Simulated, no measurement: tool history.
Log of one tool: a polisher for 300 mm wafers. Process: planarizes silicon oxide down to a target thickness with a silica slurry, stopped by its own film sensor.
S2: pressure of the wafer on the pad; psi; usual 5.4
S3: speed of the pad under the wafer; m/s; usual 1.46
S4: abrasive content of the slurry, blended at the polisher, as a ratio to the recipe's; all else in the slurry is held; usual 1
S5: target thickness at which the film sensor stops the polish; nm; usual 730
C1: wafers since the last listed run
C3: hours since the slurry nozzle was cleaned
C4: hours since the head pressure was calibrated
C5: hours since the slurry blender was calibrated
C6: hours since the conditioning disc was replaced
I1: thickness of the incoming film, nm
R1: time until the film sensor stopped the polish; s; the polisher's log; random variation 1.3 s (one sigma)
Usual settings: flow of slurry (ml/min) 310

run 1 hour=0 | flow_of_slurry_(ml/min)=310 S2=5.4 S3=1.46 S4=1 S5=730 | C1=0 wafers_polished_on_this_pad=30 C3=462.8 C4=364.3 C5=183 C6=103.9 | I1=1096.2 | R1=64.3
run 2 hour=20.2 | flow_of_slurry_(ml/min)=310 S2=5.4 S3=1.46 S4=1 S5=730 | C1=182 wafers_polished_on_this_pad=213 C3=483 C4=384.5 C5=203.2 C6=124.1 | I1=1131.4 | R1=73
-- hour=53.8 slurry blender recalibrated
run 3 hour=55.6 | flow_of_slurry_(ml/min)=310 S2=5.4 S3=1.28 S4=1 S5=730 | C1=302 wafers_polished_on_this_pad=515 C3=518.4 C4=419.9 C5=1.8 C6=159.5 | I1=1120.4 | R1=78.5
-- hour=77.9 worn pad replaced by a new one
run 4 hour=85 | flow_of_slurry_(ml/min)=310 S2=5.4 S3=1.46 S4=1 S5=730 | C1=229 wafers_polished_on_this_pad=64 C3=547.8 C4=449.3 C5=31.2 C6=188.9 | I1=1106.3 | R1=72.3
run 5 hour=111.5 | flow_of_slurry_(ml/min)=310 S2=5.4 S3=1.46 S4=1 S5=730 | C1=239 wafers_polished_on_this_pad=304 C3=574.3 C4=475.8 C5=57.7 C6=215.4 | I1=1120.2 | R1=72
run 6 hour=142.8 | flow_of_slurry_(ml/min)=310 S2=5.4 S3=1.46 S4=1 S5=669 | C1=283 wafers_polished_on_this_pad=587 C3=605.6 C4=507.1 C5=89 C6=246.7 | I1=1122.5 | R1=84.6
-- hour=175.5 worn pad replaced by a new one
run 7 hour=176.1 | flow_of_slurry_(ml/min)=310 S2=5.4 S3=1.46 S4=1 S5=669 | C1=265 wafers_polished_on_this_pad=5 C3=638.9 C4=540.4 C5=122.3 C6=280 | I1=1124.2 | R1=86.7
run 8 hour=198.4 | flow_of_slurry_(ml/min)=310 S2=5.4 S3=1.56 S4=1 S5=730 | C1=201 wafers_polished_on_this_pad=207 C3=661.2 C4=562.7 C5=144.6 C6=302.3 | I1=1118.1 | R1=67.6
run 9 hour=213.5 | flow_of_slurry_(ml/min)=395 S2=4 S3=1.46 S4=1.25 S5=842 | C1=136 wafers_polished_on_this_pad=344 C3=676.3 C4=577.8 C5=159.7 C6=317.4 | I1=1118.1 | R1=61.3
-- hour=220.4 head pressure recalibrated
run 10 hour=239.3 | flow_of_slurry_(ml/min)=310 S2=5.4 S3=1.86 S4=1.25 S5=730 | C1=215 wafers_polished_on_this_pad=559 C3=702.1 C4=18.9 C5=185.5 C6=343.2 | I1=1121.5 | R1=58
run 11 hour=253.9 | flow_of_slurry_(ml/min)=410 S2=5.4 S3=1.88 S4=1 S5=730 | C1=132 wafers_polished_on_this_pad=691 C3=716.7 C4=33.5 C5=200.1 C6=357.8 | I1=1135.5 | R1=60.6
-- hour=269.5 slurry blender recalibrated
-- hour=273.6 worn pad replaced by a new one
-- hour=275.2 conditioning disc replaced and pad reconditioned
run 12 hour=275.7 | flow_of_slurry_(ml/min)=310 S2=5.4 S3=1.46 S4=1 S5=730 | C1=128 wafers_polished_on_this_pad=4 C3=738.5 C4=55.3 C5=6.2 C6=0.5 | I1=1126.4 | R1=82.3
-- hour=304.5 slurry nozzle cleaned
run 13 hour=307.7 | flow_of_slurry_(ml/min)=310 S2=4 S3=1.94 S4=1 S5=730 | C1=280 wafers_polished_on_this_pad=285 C3=3.2 C4=87.3 C5=38.2 C6=32.5 | I1=1112.1 | R1=85.4
-- hour=336.5 conditioning disc replaced and pad reconditioned, repeated, since the last time left the tool worse
run 14 hour=339.2 | flow_of_slurry_(ml/min)=310 S2=5.4 S3=1.46 S4=1 S5=730 | C1=266 wafers_polished_on_this_pad=552 C3=34.7 C4=118.8 C5=69.7 C6=2.7 | I1=1120.4 | R1=69.4
-- hour=349.7 worn pad replaced by a new one
run 15 hour=373.3 | flow_of_slurry_(ml/min)=230 S2=7.2 S3=1.92 S4=0.9 S5=730 | C1=272 wafers_polished_on_this_pad=213 C3=68.8 C4=152.9 C5=103.8 C6=36.8 | I1=1113.6 | R1=44.8
run 16 hour=398.2 | flow_of_slurry_(ml/min)=310 S2=7.3 S3=1.12 S4=1 S5=861 | C1=225 wafers_polished_on_this_pad=438 C3=93.7 C4=177.8 C5=128.7 C6=61.7 | I1=1139.9 | R1=44.8
run 17 hour=413.3 | flow_of_slurry_(ml/min)=310 S2=5.4 S3=1.46 S4=1 S5=730 | C1=136 wafers_polished_on_this_pad=575 C3=108.8 C4=192.9 C5=143.8 C6=76.8 | I1=1133.6 | R1=72.3

Forecast each of these 3 alternatives for the next run:
run A hour=413.7 | flow_of_slurry_(ml/min)=310 S2=5.4 S3=1.46 S4=1 S5=826 | C1=3 wafers_polished_on_this_pad=579 C3=109.2 C4=193.3 C5=144.2 C6=77.2 | I1=1113.3 | R1=?
run B hour=413.7 | flow_of_slurry_(ml/min)=310 S2=5.9 S3=1.06 S4=0.9 S5=597 | C1=3 wafers_polished_on_this_pad=579 C3=109.2 C4=193.3 C5=144.2 C6=77.2 | I1=1113.3 | R1=?
run C hour=413.7 | flow_of_slurry_(ml/min)=310 S2=4.3 S3=1.06 S4=1 S5=730 | C1=3 wafers_polished_on_this_pad=579 C3=109.2 C4=193.3 C5=144.2 C6=77.2 | I1=1113.3 | R1=?

run=A R1=51.8
run=B R1=113.3
run=C R1=109.4
Without the tool's hidden state the same runs would have given:
run=A R1=48.6
run=B R1=107.6
run=C R1=105.3
